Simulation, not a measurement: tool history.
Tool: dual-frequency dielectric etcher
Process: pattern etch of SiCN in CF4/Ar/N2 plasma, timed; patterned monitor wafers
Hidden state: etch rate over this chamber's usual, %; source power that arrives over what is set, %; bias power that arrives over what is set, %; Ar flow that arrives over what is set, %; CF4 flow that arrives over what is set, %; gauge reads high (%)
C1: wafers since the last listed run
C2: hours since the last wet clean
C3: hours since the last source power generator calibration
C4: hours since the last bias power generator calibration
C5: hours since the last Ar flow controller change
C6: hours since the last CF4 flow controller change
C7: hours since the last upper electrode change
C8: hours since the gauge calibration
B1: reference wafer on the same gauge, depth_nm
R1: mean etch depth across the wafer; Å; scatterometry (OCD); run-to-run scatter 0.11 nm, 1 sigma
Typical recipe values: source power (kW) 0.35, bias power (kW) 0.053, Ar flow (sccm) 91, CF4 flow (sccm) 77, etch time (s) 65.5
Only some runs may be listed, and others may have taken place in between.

run 1 hour=0 | source_power_(kW)=0.35 bias_power_(kW)=0.053 Ar_flow_(sccm)=98 CF4_flow_(sccm)=77 etch_time_(s)=52.5 | C1=0 C2=197.6 C3=3286.8 C4=202.9 C5=58.3 C6=4791.2 C7=17.9 C8=58.6 | B1=45.02 | R1=341.3
run 2 hour=26.8 | source_power_(kW)=0.42 bias_power_(kW)=0.053 Ar_flow_(sccm)=91 CF4_flow_(sccm)=77 etch_time_(s)=65.5 | C1=215 C2=224.4 C3=3313.6 C4=229.7 C5=85.1 C6=4818 C7=44.7 C8=85.4 | B1=45.13 | R1=512.3
-- hour=50.7 CF4 flow controller replaced
run 3 hour=61.2 | source_power_(kW)=0.35 bias_power_(kW)=0.046 Ar_flow_(sccm)=75 CF4_flow_(sccm)=77 etch_time_(s)=65.5 | C1=227 C2=258.8 C3=3348 C4=264.1 C5=119.5 C6=10.5 C7=79.1 C8=119.8 | B1=45.08 | R1=414.7
run 4 hour=78.6 | source_power_(kW)=0.35 bias_power_(kW)=0.053 Ar_flow_(sccm)=70 CF4_flow_(sccm)=77 etch_time_(s)=74 | C1=139 C2=276.2 C3=3365.4 C4=281.5 C5=136.9 C6=27.9 C7=96.5 C8=137.2 | B1=45.06 | R1=495.5
run 5 hour=104.6 | source_power_(kW)=0.35 bias_power_(kW)=0.053 Ar_flow_(sccm)=91 CF4_flow_(sccm)=77 etch_time_(s)=65.5 | C1=208 C2=302.2 C3=3391.4 C4=307.5 C5=162.9 C6=53.9 C7=122.5 C8=163.2 | B1=45.09 | R1=427.4
run 6 hour=177.4 | source_power_(kW)=0.35 bias_power_(kW)=0.053 Ar_flow_(sccm)=106 CF4_flow_(sccm)=83 etch_time_(s)=65.5 | C1=584 C2=375 C3=3464.2 C4=380.3 C5=235.7 C6=126.7 C7=195.3 C8=236 | B1=45.16 | R1=426
run 7 hour=190.1 | source_power_(kW)=0.28 bias_power_(kW)=0.061 Ar_flow_(sccm)=91 CF4_flow_(sccm)=84 etch_time_(s)=57.5 | C1=101 C2=387.7 C3=3476.9 C4=393 C5=248.4 C6=139.4 C7=208 C8=248.7 | B1=45.11 | R1=319.9
-- hour=217.1 wet clean of the chamber
run 8 hour=218.1 | source_power_(kW)=0.31 bias_power_(kW)=0.053 Ar_flow_(sccm)=69 CF4_flow_(sccm)=61 etch_time_(s)=74 | C1=32 C2=1 C3=3504.9 C4=421 C5=276.4 C6=167.4 C7=236 C8=276.7 | B1=45.11 | R1=426.7
run 9 hour=246.1 | source_power_(kW)=0.35 bias_power_(kW)=0.053 Ar_flow_(sccm)=84 CF4_flow_(sccm)=77 etch_time_(s)=52 | C1=224 C2=29 C3=3532.9 C4=449 C5=304.4 C6=195.4 C7=264 C8=304.7 | B1=45.17 | R1=346
-- hour=268.4 source power generator calibrated
run 10 hour=269.4 | source_power_(kW)=0.35 bias_power_(kW)=0.053 Ar_flow_(sccm)=91 CF4_flow_(sccm)=77 etch_time_(s)=65.5 | C1=154 C2=52.3 C3=1 C4=472.3 C5=327.7 C6=218.7 C7=287.3 C8=328 | B1=45.08 | R1=414.7
run 11 hour=302 | source_power_(kW)=0.35 bias_power_(kW)=0.053 Ar_flow_(sccm)=91 CF4_flow_(sccm)=77 etch_time_(s)=65.5 | C1=261 C2=84.9 C3=33.6 C4=504.9 C5=360.3 C6=251.3 C7=319.9 C8=360.6 | B1=45.1 | R1=414.2
run 12 hour=325.8 | source_power_(kW)=0.35 bias_power_(kW)=0.045 Ar_flow_(sccm)=91 CF4_flow_(sccm)=77 etch_time_(s)=65.5 | C1=191 C2=108.7 C3=57.4 C4=528.7 C5=384.1 C6=275.1 C7=343.7 C8=384.4 | B1=45.1 | R1=391.9
run 13 hour=361.7 | source_power_(kW)=0.31 bias_power_(kW)=0.053 Ar_flow_(sccm)=110 CF4_flow_(sccm)=77 etch_time_(s)=50.5 | C1=288 C2=144.6 C3=93.3 C4=564.6 C5=420 C6=311 C7=379.6 C8=420.3 | B1=45.13 | R1=277
run 14 hour=376.8 | source_power_(kW)=0.35 bias_power_(kW)=0.053 Ar_flow_(sccm)=91 CF4_flow_(sccm)=77 etch_time_(s)=81.5 | C1=121 C2=159.7 C3=108.4 C4=579.7 C5=435.1 C6=326.1 C7=394.7 C8=435.4 | B1=45.17 | R1=516.1
run 15 hour=402.2 | source_power_(kW)=0.35 bias_power_(kW)=0.053 Ar_flow_(sccm)=91 CF4_flow_(sccm)=77 etch_time_(s)=81 | C1=203 C2=185.1 C3=133.8 C4=605.1 C5=460.5 C6=351.5 C7=420.1 C8=460.8 | B1=45.1 | R1=513.5
run 16 hour=431.4 | source_power_(kW)=0.35 bias_power_(kW)=0.053 Ar_flow_(sccm)=91 CF4_flow_(sccm)=77 etch_time_(s)=65.5 | C1=234 C2=214.3 C3=163 C4=634.3 C5=489.7 C6=380.7 C7=449.3 C8=490 | B1=45.02 | R1=415.1
run 17 hour=454.1 | source_power_(kW)=0.35 bias_power_(kW)=0.053 Ar_flow_(sccm)=70 CF4_flow_(sccm)=77 etch_time_(s)=55.5 | C1=182 C2=237 C3=185.7 C4=657 C5=512.4 C6=403.4 C7=472 C8=512.7 | B1=45.11 | R1=360.4
run 18 hour=477.2 | source_power_(kW)=0.35 bias_power_(kW)=0.053 Ar_flow_(sccm)=91 CF4_flow_(sccm)=77 etch_time_(s)=65.5 | C1=185 C2=260.1 C3=208.8 C4=680.1 C5=535.5 C6=426.5 C7=495.1 C8=535.8 | B1=45.11 | R1=415.5
run 19 hour=508.4 | source_power_(kW)=0.35 bias_power_(kW)=0.053 Ar_flow_(sccm)=91 CF4_flow_(sccm)=77 etch_time_(s)=65.5 | C1=250 C2=291.3 C3=240 C4=711.3 C5=566.7 C6=457.7 C7=526.3 C8=567 | B1=45.1 | R1=415.5
run 20 hour=521.2 | source_power_(kW)=0.27 bias_power_(kW)=0.065 Ar_flow_(sccm)=91 CF4_flow_(sccm)=77 etch_time_(s)=52 | C1=102 C2=304.1 C3=252.8 C4=724.1 C5=579.5 C6=470.5 C7=539.1 C8=579.8 | B1=45.13 | R1=274.5
run 21 hour=533.4 | source_power_(kW)=0.35 bias_power_(kW)=0.053 Ar_flow_(sccm)=79 CF4_flow_(sccm)=96 etch_time_(s)=65.5 | C1=97 C2=316.3 C3=265 C4=736.3 C5=591.7 C6=482.7 C7=551.3 C8=592 | B1=45.1 | R1=435.5

Here are 4 independent what-if runs from the current tool condition. What would each one return?
run A hour=533.8 | source_power_(kW)=0.39 bias_power_(kW)=0.053 Ar_flow_(sccm)=91 CF4_flow_(sccm)=77 etch_time_(s)=65.5 | C1=3 C2=316.7 C3=265.4 C4=736.7 C5=592.1 C6=483.1 C7=551.7 C8=592.4 | B1=? | R1=?
run B hour=533.8 | source_power_(kW)=0.28 bias_power_(kW)=0.053 Ar_flow_(sccm)=91 CF4_flow_(sccm)=69 etch_time_(s)=65.5 | C1=3 C2=316.7 C3=265.4 C4=736.7 C5=592.1 C6=483.1 C7=551.7 C8=592.4 | B1=? | R1=?
run C hour=533.8 | source_power_(kW)=0.26 bias_power_(kW)=0.045 Ar_flow_(sccm)=91 CF4_flow_(sccm)=93 etch_time_(s)=51 | C1=3 C2=316.7 C3=265.4 C4=736.7 C5=592.1 C6=483.1 C7=551.7 C8=592.4 | B1=? | R1=?
run D hour=533.8 | source_power_(kW)=0.35 bias_power_(kW)=0.047 Ar_flow_(sccm)=91 CF4_flow_(sccm)=77 etch_time_(s)=60 | C1=3 C2=316.7 C3=265.4 C4=736.7 C5=592.1 C6=483.1 C7=551.7 C8=592.4 | B1=? | R1=?

run=A B1=45.11 R1=461.1
run=B B1=45.11 R1=326.9
run=C B1=45.11 R1=232.3
run=D B1=45.11 R1=363.7
What these runs would have given with no unlogged condition in the tool:
run=A R1=455.8
run=B R1=323.1
run=C R1=229.5
run=D R1=359.4

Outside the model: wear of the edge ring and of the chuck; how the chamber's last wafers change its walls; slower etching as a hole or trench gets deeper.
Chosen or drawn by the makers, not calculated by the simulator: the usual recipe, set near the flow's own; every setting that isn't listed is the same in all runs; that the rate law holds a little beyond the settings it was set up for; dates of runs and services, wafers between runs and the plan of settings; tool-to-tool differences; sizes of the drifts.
